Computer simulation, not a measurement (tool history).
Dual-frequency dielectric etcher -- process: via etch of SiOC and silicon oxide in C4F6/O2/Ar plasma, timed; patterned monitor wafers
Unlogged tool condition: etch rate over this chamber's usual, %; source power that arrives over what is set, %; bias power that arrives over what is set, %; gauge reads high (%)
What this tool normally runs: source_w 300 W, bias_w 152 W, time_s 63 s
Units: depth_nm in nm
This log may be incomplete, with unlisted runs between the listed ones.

| run | hour | source_w | bias_w | time_s | wafers since the last listed run | hours since the last wet clean | hours since the last source power generator calibration | hours since the last bias power generator calibration | hours since the last upper electrode change | hours since the gauge calibration | read-back reference wafer on the same gauge, depth_nm | depth_nm |
|---|---|---|---|---|---|---|---|---|---|---|---|---|
| 1 | 0 | 300 | 152 | 63 | 0 | 41.1 | 3089.9 | 3501.6 | 4237.9 | 517.3 | 57.1 | 62.7 |
| 2 | 12.5 | 300 | 152 | 63 | 83 | 53.6 | 3102.4 | 3514.1 | 4250.4 | 529.8 | 57.1 | 62.2 |
|  | 14.2 | gauge calibrated |
|  | 43.4 | upper electrode replaced |
| 3 | 43.9 | 300 | 170 | 55 | 49 | 85 | 3133.8 | 3545.5 | 0.5 | 29.7 | 56 | 54.9 |
| 4 | 44.2 | 300 | 152 | 63 | 2 | 85.3 | 3134.1 | 3545.8 | 0.8 | 30 | 56.1 | 60.9 |
| 5 | 66.2 | 300 | 152 | 56 | 147 | 107.3 | 3156.1 | 3567.8 | 22.8 | 52 | 56.2 | 54.5 |
| 6 | 99.4 | 300 | 152 | 56 | 223 | 140.5 | 3189.3 | 3601 | 56 | 85.2 | 56.3 | 54.9 |
| 7 | 116.3 | 260 | 152 | 63 | 113 | 157.4 | 3206.2 | 3617.9 | 72.9 | 102.1 | 56.4 | 57.6 |
| 8 | 131.4 | 260 | 152 | 63 | 101 | 172.5 | 3221.3 | 3633 | 88 | 117.2 | 56.4 | 57.5 |
| 9 | 159.7 | 260 | 152 | 63 | 190 | 200.8 | 3249.6 | 3661.3 | 116.3 | 145.5 | 56.6 | 57.8 |
| 10 | 191.1 | 300 | 134 | 52.5 | 210 | 232.2 | 3281 | 3692.7 | 147.7 | 176.9 | 56.7 | 49.9 |
| 11 | 203.7 | 240 | 120 | 63 | 84 | 244.8 | 3293.6 | 3705.3 | 160.3 | 189.5 | 56.6 | 52.3 |
|  | 209 | source power generator calibrated |
| 12 | 219.1 | 330 | 152 | 63 | 76 | 260.2 | 10.1 | 3720.7 | 175.7 | 204.9 | 56.7 | 64.5 |
| 13 | 234.8 | 300 | 152 | 63 | 105 | 275.9 | 25.8 | 3736.4 | 191.4 | 220.6 | 56.8 | 62 |
| 14 | 256.4 | 370 | 137 | 49.5 | 145 | 297.5 | 47.4 | 3758 | 213 | 242.2 | 56.8 | 51.8 |
| 15 | 273.5 | 300 | 152 | 63 | 114 | 314.6 | 64.5 | 3775.1 | 230.1 | 259.3 | 56.9 | 62 |
|  | 300.8 | bias power generator calibrated |
| 16 | 301.7 | 300 | 152 | 63 | 162 | 342.8 | 92.7 | 0.9 | 258.3 | 287.5 | 56.8 | 61.8 |
| 17 | 318.3 | 350 | 171 | 58 | 111 | 359.4 | 109.3 | 17.5 | 274.9 | 304.1 | 56.8 | 63.3 |
| 18 | 351.7 | 300 | 135 | 63 | 224 | 392.8 | 142.7 | 50.9 | 308.3 | 337.5 | 56.9 | 60.2 |
|  | 384.5 | wet clean of the chamber |
| 19 | 385 | 250 | 170 | 76 | 62 | 0.5 | 176 | 84.2 | 341.6 | 370.8 | 56.9 | 70.3 |
| 20 | 385.3 | 350 | 152 | 63 | 2 | 0.8 | 176.3 | 84.5 | 341.9 | 371.1 | 56.9 | 66.7 |
| 21 | 395.8 | 370 | 122 | 63 | 70 | 11.3 | 186.8 | 95 | 352.4 | 381.6 | 57 | 64.7 |
| 22 | 490.9 | 300 | 152 | 46.5 | 638 | 106.4 | 281.9 | 190.1 | 447.5 | 476.7 | 57 | 45.9 |
| 23 | 520.6 | 340 | 179 | 63 | 199 | 136.1 | 311.6 | 219.8 | 477.2 | 506.4 | 57 | 68.3 |
| 24 | 535.5 | 240 | 137 | 58 | 100 | 151 | 326.5 | 234.7 | 492.1 | 521.3 | 57 | 50.3 |

Run 25 has not been measured yet. What should we expect?
| 25 | 548.5 | 300 | 152 | 63 | 87 | 164 | 339.5 | 247.7 | 505.1 | 534.3 | ? | ? |

{"run 25": {"read-back reference wafer on the same gauge, depth_nm": 57, "depth_nm": 61.7}}
With no hidden state in the tool, this same run would have given depth_nm 60.5 nm.

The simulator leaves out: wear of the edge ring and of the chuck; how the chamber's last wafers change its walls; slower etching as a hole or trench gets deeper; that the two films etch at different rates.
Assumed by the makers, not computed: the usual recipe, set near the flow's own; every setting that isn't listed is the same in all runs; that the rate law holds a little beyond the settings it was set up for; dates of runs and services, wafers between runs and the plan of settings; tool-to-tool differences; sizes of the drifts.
